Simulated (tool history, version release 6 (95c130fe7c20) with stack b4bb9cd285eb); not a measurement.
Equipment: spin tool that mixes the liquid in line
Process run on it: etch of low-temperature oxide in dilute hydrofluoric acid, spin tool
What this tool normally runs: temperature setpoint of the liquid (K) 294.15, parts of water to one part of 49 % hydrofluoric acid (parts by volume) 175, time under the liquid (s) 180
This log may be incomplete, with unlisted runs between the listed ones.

run,hour,temperature setpoint of the liquid (K),parts of water to one part of 49 % hydrofluoric acid (parts by volume),time under the liquid (s),wafers since the last listed run,hours since the thermometer was replaced,hours since the hydrofluoric acid flow meter was replaced,hours since the gauge calibration,"read-back film thickness of the low-temperature oxide reference wafer, read on the same gauge (nm)",thickness taken off the low-temperature oxide on a monitor wafer (nm)
1,0.0,292.65,175,235,0,486.1,1945.3,149.6,109.99,14.58
2,11.8,292.65,175,235,101,497.9,1957.1,161.4,109.99,14.72
3,43.7,292.65,175,235,275,529.8,1989.0,193.3,110.00,14.78
4,89.2,294.15,175,180,393,575.3,2034.5,238.8,110.00,12.09
5,105.0,294.15,175,180,136,591.1,2050.3,254.6,110.00,12.04
6,114.0,294.15,175,180,77,600.1,2059.3,263.6,110.00,12.09
7,125.3,294.15,175,180,97,611.4,2070.6,274.9,109.98,12.14
8,131.6,294.15,175,180,54,617.7,2076.9,281.2,109.98,12.09
9,141.7,294.15,175,180,87,627.8,2087.0,291.3,109.99,12.18
10,155.9,294.15,175,180,122,642.0,2101.2,305.5,110.00,12.13
11,164.9,294.15,175,180,77,651.0,2110.2,314.5,110.00,12.31
12,174.6,294.15,175,180,83,660.7,2119.9,324.2,109.98,12.07
# hour 182.1: gauge calibrated
13,187.0,294.15,175,180,107,673.1,2132.3,4.9,110.01,12.26
14,197.0,294.15,110,180,86,683.1,2142.3,14.9,110.01,21.28
15,204.5,294.15,110,180,64,690.6,2149.8,22.4,110.02,20.93
16,212.2,294.15,110,180,66,698.3,2157.5,30.1,109.97,20.87
17,240.4,297.65,175,225,243,726.5,2185.7,58.3,110.00,17.76
# hour 252.1: hydrofluoric acid flow meter replaced
18,253.7,294.15,175,180,106,739.8,1.6,71.6,110.00,12.27
19,264.1,290.15,140,270,89,750.2,12.0,82.0,110.01,20.54
20,271.2,294.15,220,210,61,757.3,19.1,89.1,109.98,10.95
# hour 293.3: thermometer replaced
21,324.2,294.15,175,180,449,30.9,72.1,142.1,110.00,11.27
22,339.0,294.15,175,215,127,45.7,86.9,156.9,110.00,13.67
23,356.9,297.15,220,80,154,63.6,104.8,174.8,110.01,4.19
24,364.9,298.15,90,230,69,71.6,112.8,182.8,110.00,36.09
25,375.0,294.15,205,270,87,81.7,122.9,192.9,110.00,14.07
26,392.0,294.15,175,180,146,98.7,139.9,209.9,110.00,11.47
27,403.7,294.15,175,180,101,110.4,151.6,221.6,109.98,11.23
28,431.9,294.15,225,180,243,138.6,179.8,249.8,109.97,8.43
29,441.1,294.15,235,75,79,147.8,189.0,259.0,110.01,3.32
30,450.2,290.65,235,215,78,156.9,198.1,268.1,109.99,8.30
31,458.7,290.15,175,180,73,165.4,206.6,276.6,110.00,9.68
32,473.6,294.15,175,180,128,180.3,221.5,291.5,109.99,11.48
33,484.9,294.15,175,180,97,191.6,232.8,302.8,109.98,11.50

Pick out some run-to-run changes in thickness taken off the low-temperature oxide on a monitor wafer (nm). Of each, how much would a tool without hidden state show as well, from the settings, what came in and chance, and how much is left for the hidden state and any gauge scatter not in both results compared?
Hidden conditions of the tool in this case: liquid hotter than its thermometer reads (K); hydrofluoric acid flow above the setpoint (%); gauge reads high (%).
Run 18 -> 19: temperature setpoint of the liquid (K) 294.15 -> 290.15, parts of water to one part of 49 % hydrofluoric acid (parts by volume) 175 -> 140, time under the liquid (s) 180 -> 270. thickness taken off the low-temperature oxide on a monitor wafer (nm) +8.27: hidden state +0.96, all else +7.31.
Run 19 -> 20: temperature setpoint of the liquid (K) 290.15 -> 294.15, parts of water to one part of 49 % hydrofluoric acid (parts by volume) 140 -> 220, time under the liquid (s) 270 -> 210. thickness taken off the low-temperature oxide on a monitor wafer (nm) -9.59: hidden state -1.09, all else -8.50.
Run 20 -> 21: parts of water to one part of 49 % hydrofluoric acid (parts by volume) 220 -> 175, time under the liquid (s) 210 -> 180, thermometer replaced. thickness taken off the low-temperature oxide on a monitor wafer (nm) +0.32: hidden state -1.02, all else +1.34.
Run 23 -> 24: temperature setpoint of the liquid (K) 297.15 -> 298.15, parts of water to one part of 49 % hydrofluoric acid (parts by volume) 220 -> 90, time under the liquid (s) 80 -> 230. thickness taken off the low-temperature oxide on a monitor wafer (nm) +31.90: hidden state +0.33, all else +31.57.
Run 24 -> 25: temperature setpoint of the liquid (K) 298.15 -> 294.15, parts of water to one part of 49 % hydrofluoric acid (parts by volume) 90 -> 205, time under the liquid (s) 230 -> 270. thickness taken off the low-temperature oxide on a monitor wafer (nm) -22.02: hidden state -0.21, all else -21.81.
